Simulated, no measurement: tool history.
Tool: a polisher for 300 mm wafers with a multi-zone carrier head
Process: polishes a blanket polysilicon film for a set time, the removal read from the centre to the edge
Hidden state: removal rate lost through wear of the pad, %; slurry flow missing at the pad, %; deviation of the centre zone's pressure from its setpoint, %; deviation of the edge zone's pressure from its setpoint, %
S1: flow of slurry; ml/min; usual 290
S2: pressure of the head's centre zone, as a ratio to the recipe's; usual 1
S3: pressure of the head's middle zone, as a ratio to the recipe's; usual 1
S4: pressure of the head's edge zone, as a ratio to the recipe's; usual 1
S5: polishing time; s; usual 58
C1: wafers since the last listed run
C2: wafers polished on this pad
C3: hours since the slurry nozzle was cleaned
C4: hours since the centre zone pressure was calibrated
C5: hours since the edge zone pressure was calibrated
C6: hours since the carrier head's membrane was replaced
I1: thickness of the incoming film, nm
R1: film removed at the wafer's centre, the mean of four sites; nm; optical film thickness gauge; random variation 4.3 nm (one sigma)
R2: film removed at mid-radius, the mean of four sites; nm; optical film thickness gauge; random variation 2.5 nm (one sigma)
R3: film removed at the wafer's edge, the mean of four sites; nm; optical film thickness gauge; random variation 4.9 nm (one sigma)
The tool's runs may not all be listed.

run,hour,S1,S2,S3,S4,S5,C1,C2,C3,C4,C5,C6,I1,R1,R2,R3
1,0,290,1,1.07,1,58,0,2,10.2,199.4,141.2,45.9,1317,362.9,399.9,369.5
2,18.9,290,1,1,1,58,119,122,29.1,218.3,160.1,64.8,1314.8,341.5,371.1,366.4
3,36.6,290,0.91,0.88,1.1,43,111,234,46.8,236,177.8,82.5,1304.9,238.2,240.4,276.2
4,63.1,290,1,1.03,1,58,167,401,73.3,262.5,204.3,109,1294.1,333.3,360.8,342.9
5,86.4,290,1,0.96,1,58,147,548,96.6,285.8,227.6,132.3,1330,325.4,336.2,331.9
# hour 114.1: centre zone pressure recalibrated
6,122.1,290,1.05,1,1,58,212,761,132.3,8,263.3,168,1281.9,342.9,340.9,335.8
7,134.5,290,1,1.03,0.95,58,78,839,144.7,20.4,275.7,180.4,1334,336.6,348.3,330.8
8,168.1,290,1.09,1,1,58,212,1051,178.3,54,309.3,214,1311.9,349.1,337,330.9
9,183,290,1.03,1,0.89,58,94,1145,193.2,68.9,324.2,228.9,1303.7,331.7,337.8,315.2
10,196.9,290,1,1,1,58,87,1233,207.1,82.8,338.1,242.8,1317.8,325.2,333.5,331.7
# hour 203.7: worn pad replaced by a new one
11,232.2,290,1,1,0.94,58,197,180,242.4,118.1,373.4,278.1,1319.8,357.8,376.5,358.4
12,261.6,245,1,1,0.89,69,185,365,271.8,147.5,402.8,307.5,1320.5,397.2,418,397.8
13,290.9,365,1,1,1,77,185,550,301.1,176.8,432.1,336.8,1317.3,453.9,480.7,473.1
14,317.4,290,1,1,1.07,58,167,718,327.6,203.3,458.6,363.3,1320.1,328.6,352.6,358.3
15,341.9,360,1,0.92,0.94,58,154,872,352.1,227.8,483.1,387.8,1313.9,337,333.2,342.6
# hour 351.2: slurry nozzle cleaned
16,369.5,290,1.08,0.93,1,58,167,1040,18.3,255.4,510.7,415.4,1295.3,340.2,325.3,351.4
# hour 390.4: centre zone pressure recalibrated
17,394.9,290,0.93,0.94,0.89,58,147,1188,43.7,4.5,536.1,440.8,1313.1,328.4,324.5,323.5
# hour 411.1: worn pad replaced by a new one
18,422,360,1,1,1,50,145,68,70.8,31.6,563.2,467.9,1312.9,332.3,336.5,328.2
19,438.8,255,1.03,1,1,46,106,174,87.6,48.4,580,484.7,1312.9,289.3,293.4,289
20,465.1,290,1,1,0.97,75,166,340,113.9,74.7,606.3,511,1304.4,461.5,466.2,454.7
21,497.5,385,0.91,0.93,0.95,58,204,545,146.3,107.1,638.7,543.4,1328,321.3,341.3,352.4

The same runs without the tool's hidden state, with the same run-to-run variation:
run,R1,R2,R3
1,393.1,410.5,379.4
2,381.6,392.2,387.3
3,272.5,259.6,298.3
4,391.1,399.1,379.4
5,388.1,377.6,372.9
6,391.4,388.9,383.1
7,388.4,398.8,378.8
8,412.6,388.7,381.8
9,395.4,390.5,364.4
10,390.2,386.3,384.2
11,390.9,393.2,374.4
12,449.3,449.2,427.7
13,525.8,526.6,518.5
14,386.3,390.8,397.3
15,400.2,372.2,382.8
16,407.1,365.4,395
17,371.1,366.1,365
18,345.3,343.5,335.1
19,309.9,306.2,301.7
20,513,499.7,487.5
21,368.8,374,386.2

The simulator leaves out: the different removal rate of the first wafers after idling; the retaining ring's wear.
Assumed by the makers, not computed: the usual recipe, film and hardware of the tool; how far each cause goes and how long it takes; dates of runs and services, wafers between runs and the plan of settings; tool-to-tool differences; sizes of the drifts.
